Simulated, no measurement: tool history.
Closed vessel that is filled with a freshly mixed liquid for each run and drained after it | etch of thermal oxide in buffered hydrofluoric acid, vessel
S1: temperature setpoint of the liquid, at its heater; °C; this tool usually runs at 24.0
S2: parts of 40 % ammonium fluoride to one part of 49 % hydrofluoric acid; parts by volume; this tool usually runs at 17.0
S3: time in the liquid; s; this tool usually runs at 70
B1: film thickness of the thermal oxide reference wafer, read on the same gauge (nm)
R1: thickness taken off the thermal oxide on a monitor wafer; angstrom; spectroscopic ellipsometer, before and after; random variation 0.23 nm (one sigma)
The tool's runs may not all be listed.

run 1 hour=0.0 | S1=24.0 S2=21.5 S3=70 | B1=60.02 | R1=492.8
run 2 hour=22.7 | S1=24.0 S2=17.0 S3=70 | B1=59.97 | R1=599.9
run 3 hour=48.2 | S1=24.0 S2=17.0 S3=70 | B1=59.98 | R1=601.0
run 4 hour=71.5 | S1=24.0 S2=17.0 S3=70 | B1=59.95 | R1=594.5
run 5 hour=91.3 | S1=24.0 S2=17.0 S3=70 | B1=59.99 | R1=600.3
run 6 hour=125.7 | S1=24.0 S2=17.0 S3=70 | B1=60.04 | R1=597.6
run 7 hour=137.8 | S1=24.0 S2=17.0 S3=70 | B1=60.00 | R1=592.2
run 8 hour=153.4 | S1=24.0 S2=17.0 S3=70 | B1=60.05 | R1=595.2
run 9 hour=184.1 | S1=24.0 S2=17.0 S3=95 | B1=59.98 | R1=811.0
run 10 hour=203.2 | S1=24.0 S2=17.0 S3=95 | B1=59.99 | R1=812.4
run 11 hour=233.5 | S1=22.0 S2=14.0 S3=70 | B1=59.98 | R1=650.2
run 12 hour=250.8 | S1=24.0 S2=17.0 S3=100 | B1=59.98 | R1=847.9
-- hour=258.9 thermometer replaced
-- hour=298.2 gauge calibrated
run 13 hour=300.6 | S1=24.0 S2=20.5 S3=70 | B1=59.96 | R1=437.7
run 14 hour=333.2 | S1=26.5 S2=14.5 S3=70 | B1=59.98 | R1=685.9
run 15 hour=356.1 | S1=24.0 S2=17.0 S3=70 | B1=60.00 | R1=511.1
run 16 hour=370.0 | S1=24.0 S2=17.0 S3=70 | B1=59.99 | R1=511.9
run 17 hour=401.9 | S1=21.5 S2=10.5 S3=60 | B1=60.03 | R1=619.9
run 18 hour=430.1 | S1=24.0 S2=12.5 S3=70 | B1=59.97 | R1=689.8
-- hour=451.6 hydrofluoric acid flow meter replaced
run 19 hour=463.1 | S1=24.0 S2=22.0 S3=40 | B1=60.02 | R1=252.5
run 20 hour=494.9 | S1=29.0 S2=20.5 S3=105 | B1=59.96 | R1=901.9
run 21 hour=509.5 | S1=24.0 S2=19.5 S3=70 | B1=60.01 | R1=479.3
run 22 hour=545.7 | S1=27.5 S2=22.5 S3=50 | B1=60.02 | R1=374.2
run 23 hour=572.0 | S1=20.5 S2=20.5 S3=35 | B1=60.02 | R1=191.4
run 24 hour=600.1 | S1=28.5 S2=17.0 S3=85 | B1=60.01 | R1=846.8
run 25 hour=626.9 | S1=24.0 S2=17.0 S3=105 | B1=60.02 | R1=826.2
run 26 hour=641.9 | S1=21.0 S2=17.0 S3=70 | B1=59.99 | R1=462.1

Each row is a separate what-if for the run after 26, all from the same tool condition, not one after another. Results?
run A hour=642.6 | S1=24.0 S2=17.0 S3=70 | B1=? | R1=?
run B hour=642.6 | S1=21.5 S2=23.0 S3=70 | B1=? | R1=?
run C hour=642.6 | S1=24.0 S2=14.0 S3=40 | B1=? | R1=?
run D hour=642.6 | S1=28.0 S2=24.0 S3=70 | B1=? | R1=?

run=A B1=60.00 R1=545.8
run=B B1=60.00 R1=370.1
run=C B1=60.00 R1=377.5
run=D B1=60.00 R1=512.1
Without the tool's hidden state the same runs would have given:
run=A R1=544.1
run=B R1=366.7
run=C R1=376.3
run=D R1=507.9
